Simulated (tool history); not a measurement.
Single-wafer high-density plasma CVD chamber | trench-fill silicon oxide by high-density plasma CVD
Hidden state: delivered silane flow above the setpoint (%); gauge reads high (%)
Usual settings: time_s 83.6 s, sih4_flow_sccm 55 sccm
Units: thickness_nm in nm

| run | day | time_s | sih4_flow_sccm | wafers since the last listed run | hours since the silane flow controller was replaced | hours since the gauge calibration | read-back reference wafer on the same gauge, thickness_nm | thickness_nm |
|---|---|---|---|---|---|---|---|---|
| 1 | 0 | 83.6 | 48 | 0 | 1183.7 | 1319.2 | 546.782 | 418.987 |
|  | 1.042 | gauge calibrated |
| 2 | 1.675 | 83.6 | 48 | 588 | 1223.9 | 15.2 | 546.773 | 420.712 |
| 3 | 2.925 | 83.6 | 59 | 439 | 1253.9 | 45.2 | 546.162 | 489.424 |
| 4 | 4.275 | 83.6 | 55 | 474 | 1286.3 | 77.6 | 547.354 | 465.177 |
| 5 | 7.15 | 83.6 | 55 | 1010 | 1355.3 | 146.6 | 546.545 | 467.348 |
| 6 | 8.358 | 83.6 | 55 | 424 | 1384.3 | 175.6 | 547.384 | 468.006 |
| 7 | 10.138 | 83.6 | 55 | 625 | 1427 | 218.3 | 546.429 | 467.047 |
| 8 | 11.871 | 83.6 | 55 | 609 | 1468.6 | 259.9 | 546.836 | 468.098 |
| 9 | 14.342 | 83.6 | 55 | 868 | 1527.9 | 319.2 | 547.276 | 468.929 |
| 10 | 16.458 | 91.5 | 58 | 743 | 1578.7 | 370 | 547.262 | 535.305 |
| 11 | 21.946 | 91.5 | 58 | 1928 | 1710.4 | 501.7 | 546.666 | 538.241 |
| 12 | 23.042 | 91.5 | 58 | 385 | 1736.7 | 528 | 546.965 | 536.61 |
| 13 | 24.912 | 83.6 | 55 | 657 | 1781.6 | 572.9 | 547.06 | 471.411 |
| 14 | 27.217 | 83.6 | 55 | 809 | 1836.9 | 628.2 | 546.579 | 467.844 |
| 15 | 28.704 | 83.6 | 55 | 522 | 1872.6 | 663.9 | 546.841 | 468.245 |
| 16 | 31.158 | 83.6 | 55 | 862 | 1931.5 | 722.8 | 546.641 | 470.778 |
| 17 | 32.5 | 83.6 | 55 | 471 | 1963.7 | 755 | 547.138 | 470.274 |
| 18 | 34.508 | 83.6 | 55 | 705 | 2011.9 | 803.2 | 546.497 | 473.086 |
| 19 | 36.217 | 83.6 | 55 | 600 | 2052.9 | 844.2 | 547.831 | 472.33 |
| 20 | 37.688 | 88.2 | 55 | 516 | 2088.2 | 879.5 | 547.284 | 501.354 |
| 21 | 39.058 | 71 | 58 | 481 | 2121.1 | 912.4 | 547.127 | 419.687 |
| 22 | 41.542 | 88.2 | 55 | 872 | 2180.7 | 972 | 547.51 | 499.32 |
| 23 | 42.888 | 83.6 | 55 | 472 | 2213 | 1004.3 | 547.131 | 477.622 |
|  | 45.058 | silane flow controller replaced |
| 24 | 46.804 | 83.6 | 55 | 1259 | 41.9 | 1098.3 | 547.174 | 485.593 |
| 25 | 49.275 | 83.6 | 55 | 868 | 101.2 | 1157.6 | 547.061 | 487.726 |
| 26 | 51.429 | 83.6 | 55 | 757 | 152.9 | 1209.3 | 547.179 | 487.626 |
| 27 | 54.188 | 93.8 | 64 | 969 | 219.1 | 1275.5 | 546.782 | 613.883 |
| 28 | 56.096 | 98 | 45 | 670 | 264.9 | 1321.3 | 546.684 | 496.387 |
|  | 57.404 | gauge calibrated |
| 29 | 57.6 | 78.3 | 44 | 528 | 301 | 4.7 | 547.001 | 388.743 |
| 30 | 59.217 | 83.6 | 55 | 568 | 339.8 | 43.5 | 547.635 | 487.48 |
| 31 | 60.342 | 68.9 | 63 | 395 | 366.8 | 70.5 | 547.137 | 448.929 |
| 32 | 61.479 | 83.6 | 55 | 399 | 394.1 | 97.8 | 547.095 | 487.966 |
|  | 62.758 | silane flow controller replaced, repeated, since the last time left the tool worse |
| 33 | 62.779 | 89.2 | 61 | 339 | 0.5 | 129 | 546.978 | 541.443 |
| 34 | 65.05 | 75 | 65 | 798 | 55 | 183.5 | 546.42 | 475.141 |
| 35 | 66.629 | 77 | 46 | 555 | 92.9 | 221.4 | 547.055 | 374.215 |
| 36 | 68.138 | 68.1 | 58 | 530 | 129.1 | 257.6 | 546.833 | 392.251 |
| 37 | 69.233 | 77 | 46 | 385 | 155.4 | 283.9 | 547.837 | 376.484 |
| 38 | 73.583 | 93.9 | 66 | 1528 | 259.8 | 388.3 | 546.359 | 602.906 |

The same runs without the tool's hidden state, with the same run-to-run variation:
| run | thickness_nm |
|---|---|
| 1 | 415.338 |
| 2 | 416.835 |
| 3 | 484.724 |
| 4 | 460.512 |
| 5 | 462.219 |
| 6 | 462.677 |
| 7 | 461.439 |
| 8 | 462.185 |
| 9 | 462.576 |
| 10 | 527.618 |
| 11 | 529.314 |
| 12 | 527.46 |
| 13 | 462.992 |
| 14 | 459.011 |
| 15 | 459.089 |
| 16 | 461.035 |
| 17 | 460.242 |
| 18 | 462.534 |
| 19 | 461.397 |
| 20 | 489.379 |
| 21 | 409.369 |
| 22 | 486.399 |
| 23 | 464.923 |
| 24 | 458.845 |
| 25 | 460.841 |
| 26 | 460.716 |
| 27 | 579.934 |
| 28 | 468.883 |
| 29 | 367.167 |
| 30 | 460.366 |
| 31 | 423.918 |
| 32 | 460.733 |
| 33 | 537.831 |
| 34 | 471.964 |
| 35 | 371.701 |
| 36 | 389.6 |
| 37 | 373.924 |
| 38 | 598.671 |

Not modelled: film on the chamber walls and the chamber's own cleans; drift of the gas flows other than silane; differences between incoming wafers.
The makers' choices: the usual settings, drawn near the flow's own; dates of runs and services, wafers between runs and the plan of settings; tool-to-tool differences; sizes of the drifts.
